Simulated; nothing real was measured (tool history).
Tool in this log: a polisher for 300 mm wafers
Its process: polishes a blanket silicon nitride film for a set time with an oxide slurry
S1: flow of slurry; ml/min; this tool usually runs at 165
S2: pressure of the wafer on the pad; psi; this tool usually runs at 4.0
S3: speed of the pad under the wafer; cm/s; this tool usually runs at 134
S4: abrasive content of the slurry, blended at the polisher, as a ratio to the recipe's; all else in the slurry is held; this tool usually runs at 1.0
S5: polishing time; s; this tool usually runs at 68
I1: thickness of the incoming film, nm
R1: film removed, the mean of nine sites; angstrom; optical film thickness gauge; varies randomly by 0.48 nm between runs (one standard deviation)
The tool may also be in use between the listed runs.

Run 1, hour 0.0: usual settings but S2 3.2 psi, S5 77 s; I1 529.7. Result: R1 596 angstrom.
At hour 48.9: worn pad replaced by a new one.
Run 2, hour 83.7: usual settings; I1 539.1. Result: R1 649 angstrom.
Run 3, hour 139.6: usual settings; I1 532.5. Result: R1 646 angstrom.
At hour 198.0: slurry nozzle cleaned.
At hour 222.6: slurry blender recalibrated.
Run 4, hour 242.2: usual settings; I1 533.9. Result: R1 641 angstrom.
At hour 312.7: conditioning disc replaced and pad reconditioned.
Run 5, hour 315.3: usual settings but S2 4.3 psi; I1 533.9. Result: R1 686 angstrom.
At hour 333.2: worn pad replaced by a new one.
Run 6, hour 357.4: usual settings but S2 4.3 psi; I1 519.8. Result: R1 697 angstrom.
At hour 521.0: slurry nozzle cleaned.
At hour 605.6: conditioning disc replaced and pad reconditioned.
Run 7, hour 606.1: usual settings but S1 195 ml/min; I1 523.3. Result: R1 657 angstrom.
At hour 636.5: slurry blender recalibrated.
At hour 644.3: worn pad replaced by a new one.
Run 8, hour 644.8: usual settings but S1 195 ml/min; I1 520.6. Result: R1 663 angstrom.
At hour 681.4: head pressure recalibrated.
Run 9, hour 720.5: usual settings but S1 195 ml/min; I1 529.3. Result: R1 657 angstrom.
Run 10, hour 782.8: usual settings; I1 535.6. Result: R1 640 angstrom.
At hour 868.1: slurry nozzle cleaned.
Run 11, hour 870.0: usual settings but S1 135 ml/min, S2 4.4 psi, S4 1.3, S5 83 s; I1 530.0. Result: R1 1008 angstrom.

What does the tool deliver on the next run?
At hour 912.9: worn pad replaced by a new one.
At hour 915.4: conditioning disc replaced and pad reconditioned.
Run 12, hour 975.1: usual settings but S1 130 ml/min; I1 537.1. Result: R1 ?.

R1: 627 angstrom
With the hidden condition absent and the run-to-run variation left alone, this run would have shown R1 627 angstrom.
